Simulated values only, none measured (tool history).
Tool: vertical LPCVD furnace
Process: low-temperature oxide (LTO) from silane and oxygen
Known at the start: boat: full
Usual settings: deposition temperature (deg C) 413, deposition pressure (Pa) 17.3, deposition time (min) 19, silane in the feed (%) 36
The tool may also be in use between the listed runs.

run	hour	deposition temperature (deg C)	deposition pressure (Pa)	deposition time (min)	silane in the feed (%)	wafers since the last listed run	hours since the last temperature calibration	hours since the pressure gauge was zeroed	hours since the silane flow controller was replaced	hours since the gauge calibration	read-back reference wafer on the same gauge, thickness	film thickness on the monitor wafer in the middle of the boat (angstrom)
1	0	413	17.3	19	34	0	1686.1	1796.7	5098.5	148.4	119.97	967.4
2	12.8	413	17.3	19	34	262	1698.9	1809.5	5111.3	161.2	120	966.7
3	23.2	413	17.3	19	36	213	1709.3	1819.9	5121.7	171.6	119.98	1043.4
4	35.6	413	17.3	19	36	254	1721.7	1832.3	5134.1	184	120	1037.5
5	44.6	413	17.3	19	36	184	1730.7	1841.3	5143.1	193	120.05	1044.4
6	50.8	405	17.3	19	36	127	1736.9	1847.5	5149.3	199.2	120.04	954.3
7	68.3	405	17.3	19	36	359	1754.4	1865	5166.8	216.7	120	954.5
8	84.2	417	17.3	19	34	326	1770.3	1880.9	5182.7	232.6	119.97	1013.1
9	90.6	413	19.3	19	36	131	1776.7	1887.3	5189.1	239	120.04	1162.8
10	104.5	413	17.3	19	36	285	1790.6	1901.2	5203	252.9	119.94	1045.1
11	115.8	413	17.3	19	36	231	1801.9	1912.5	5214.3	264.2	119.95	1046.2
12	127.2	413	17.3	19	36	234	1813.3	1923.9	5225.7	275.6	120.02	1045.3
# hour 152.5: silane flow controller replaced
# hour 164.5: pressure gauge zeroed
13	165	413	17.3	19	36	36	1851.1	0.5	12.5	313.4	119.97	1016
14	168.6	413	17.3	19	36	73	1854.7	4.1	16.1	317	120.01	1020
15	172.2	413	17.3	21	36	73	1858.3	7.7	19.7	320.6	120.06	1126.1
16	176.7	413	17.3	21	36	92	1862.8	12.2	24.2	325.1	120.02	1124.7
17	228.6	413	17.3	19	36	1065	1914.7	64.1	76.1	377	120.02	1020.5
18	237.2	413	17.3	23	36	176	1923.3	72.7	84.7	385.6	119.98	1233.6
19	245.3	413	17.3	21	36	166	1931.4	80.8	92.8	393.7	119.96	1123.4
20	261.7	407	20	14	36	336	1947.8	97.2	109.2	410.1	120	809.4
21	270.5	403	14.7	12.5	36	180	1956.6	106	118	418.9	120.01	509
# hour 273.4: gauge calibrated
22	283.2	401	19.3	24.5	41	260	1969.3	118.7	130.7	9.8	119.98	1503.2
23	298.7	413	17.3	22.5	32	318	1984.8	134.2	146.2	25.3	119.99	1027.2
# hour 329.1: thermocouples replaced and temperature profile calibrated
24	329.6	413	17.3	15	42	141	0.5	165.1	177.1	56.2	119.97	964.5
25	360.6	405	17.3	21	42	636	31.5	196.1	208.1	87.2	119.99	1239.3
26	374.8	413	13.3	14.5	31	291	45.7	210.3	222.3	101.4	119.99	489.8
27	390.9	413	17.3	19	36	330	61.8	226.4	238.4	117.5	120	1021.5
28	407.9	413	17.3	19	36	349	78.8	243.4	255.4	134.5	119.99	1021.3
29	419.4	413	17.3	13.5	36	236	90.3	254.9	266.9	146	119.95	723.5
30	437.1	413	17.3	19	36	363	108	272.6	284.6	163.7	120.01	1021.6
31	448.7	413	17.3	22.5	36	238	119.6	284.2	296.2	175.3	119.98	1204.1
32	462.1	413	13.3	14.5	31	275	133	297.6	309.6	188.7	120	490.7

Hidden state at the last listed run before each entry between runs and at the first one after, where it differs:
Between runs 12 and 13: silane flow controller replaced (hour 152.5); pressure gauge zeroed (hour 164.5)
  true pressure minus gauge reading, mTorr: 4.72 -> 1.04
  measured less the result without the state, film thickness on the monitor wafer in the middle of the boat (angstrom): +36.6 -> +8
Between runs 21 and 22: gauge calibrated (hour 273.4)
  true pressure minus gauge reading, mTorr: 1.05 -> 1.06
  measured less the result without the state, film thickness on the monitor wafer in the middle of the boat (angstrom): +4.8 -> +10.9
Between runs 23 and 24: thermocouples replaced and temperature profile calibrated (hour 329.1)
  true pressure minus gauge reading, mTorr: 1.06 -> 1.08
  measured less the result without the state, film thickness on the monitor wafer in the middle of the boat (angstrom): +8.3 -> +8
